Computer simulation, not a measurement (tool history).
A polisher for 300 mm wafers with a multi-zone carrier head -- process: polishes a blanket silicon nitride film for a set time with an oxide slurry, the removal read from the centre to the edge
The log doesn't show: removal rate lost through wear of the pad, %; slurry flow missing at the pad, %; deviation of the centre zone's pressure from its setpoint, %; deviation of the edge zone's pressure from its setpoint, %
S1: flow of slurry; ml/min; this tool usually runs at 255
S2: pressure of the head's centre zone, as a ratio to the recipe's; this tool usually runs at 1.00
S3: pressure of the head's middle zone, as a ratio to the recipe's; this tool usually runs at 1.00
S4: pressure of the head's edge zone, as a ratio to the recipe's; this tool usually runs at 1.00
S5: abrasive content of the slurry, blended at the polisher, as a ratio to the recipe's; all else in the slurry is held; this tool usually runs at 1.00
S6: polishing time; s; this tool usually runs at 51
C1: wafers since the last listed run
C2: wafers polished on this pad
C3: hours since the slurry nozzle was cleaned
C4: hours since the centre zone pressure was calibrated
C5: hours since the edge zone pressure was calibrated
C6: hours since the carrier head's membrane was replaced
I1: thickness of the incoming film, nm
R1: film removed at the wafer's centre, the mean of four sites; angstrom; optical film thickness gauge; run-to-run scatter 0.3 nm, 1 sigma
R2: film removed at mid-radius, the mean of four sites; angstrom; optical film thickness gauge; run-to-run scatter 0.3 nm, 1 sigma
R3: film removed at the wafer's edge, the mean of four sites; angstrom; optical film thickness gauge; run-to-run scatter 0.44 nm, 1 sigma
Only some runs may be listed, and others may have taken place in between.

run	hour	S1	S2	S3	S4	S5	S6	C1	C2	C3	C4	C5	C6	I1	R1	R2	R3
1	0.0	255	1.00	1.00	0.92	1.00	51	0	191	385.1	1318.3	1381.2	1860.2	588.2	523	471	474
2	15.4	255	1.00	1.00	1.00	1.00	51	198	389	400.5	1333.7	1396.6	1875.6	591.7	529	474	495
3	28.7	255	1.00	1.00	1.00	1.00	51	171	561	413.8	1347.0	1409.9	1888.9	584.5	530	477	488
# hour 41.4: worn pad replaced by a new one
4	44.3	255	1.00	1.00	1.00	1.00	51	149	37	429.4	1362.6	1425.5	1904.5	575.8	523	472	497
# hour 46.9: centre zone pressure recalibrated
5	57.5	255	1.00	1.00	1.00	1.00	51	144	182	442.6	10.6	1438.7	1917.7	585.4	554	472	492
# hour 64.2: carrier head's membrane replaced by a new one
6	72.7	255	1.00	1.00	0.91	1.00	51	131	313	457.8	25.8	1453.9	8.5	579.0	565	479	474
7	81.7	255	1.00	1.00	0.91	1.00	51	116	429	466.8	34.8	1462.9	17.5	580.9	559	476	472
# hour 90.4: edge zone pressure recalibrated
8	94.7	255	1.00	1.00	1.00	1.00	51	141	571	479.8	47.8	4.3	30.5	576.2	557	474	498
# hour 103.2: worn pad replaced by a new one
9	103.7	255	1.00	1.00	0.94	1.00	69	64	6	488.8	56.8	13.3	39.5	586.6	761	637	647
# hour 115.1: centre zone pressure recalibrated, repeated, since the last time left the tool worse
10	119.7	215	1.00	1.00	0.89	0.90	51	180	187	504.8	4.6	29.3	55.5	584.2	457	442	446
11	126.2	255	1.00	0.96	0.95	1.15	51	83	270	511.3	11.1	35.8	62.0	577.2	523	493	513
12	137.3	310	1.00	1.00	0.92	1.10	51	143	413	522.4	22.2	46.9	73.1	582.3	528	505	504
# hour 141.0: slurry nozzle cleaned
13	150.2	255	1.00	1.00	1.00	1.00	51	153	567	9.2	35.1	59.8	86.0	589.5	492	471	494
# hour 159.1: worn pad replaced by a new one
14	159.6	255	1.00	0.95	1.11	1.00	51	69	6	18.6	44.5	69.2	95.4	580.5	497	455	513
15	171.2	255	1.00	0.90	1.00	1.30	36	149	156	30.2	56.1	80.8	107.0	578.1	394	351	398
16	178.1	255	1.00	1.00	1.00	1.30	68	88	245	37.1	63.0	87.7	113.9	586.7	747	705	729
17	186.9	255	1.00	1.00	1.00	1.00	51	113	358	45.9	71.8	96.5	122.7	571.9	496	473	493
18	196.0	255	1.00	1.00	1.00	1.00	51	117	476	55.0	80.9	105.6	131.8	584.8	498	470	490
19	205.5	255	1.04	1.00	1.00	1.15	51	122	598	64.5	90.4	115.1	141.3	571.1	552	508	523
# hour 214.1: worn pad replaced by a new one
20	235.7	220	1.04	1.00	1.00	0.80	51	337	278	94.7	120.6	145.3	171.5	583.4	459	413	429
21	242.2	255	1.00	0.94	0.88	1.00	51	83	361	101.2	127.1	151.8	178.0	580.8	505	452	464

Hidden state, per run?
removal rate lost through wear of the pad, %: 0, the same for each run
slurry flow missing at the pad, %: 0, the same for each run
deviation of the edge zone's pressure from its setpoint, %: 0, the same for each run
H1: deviation of the centre zone's pressure from its setpoint, %
run	H1
1	7.96
2	7.98
3	7.99
4	8
5	14.5
6	14.8
7	15
8	15.2
9	15.4
10	0.769
11	0.903
12	1.13
13	1.38
14	1.56
15	1.77
16	1.9
17	2.06
18	2.22
19	2.38
20	2.88
21	2.98
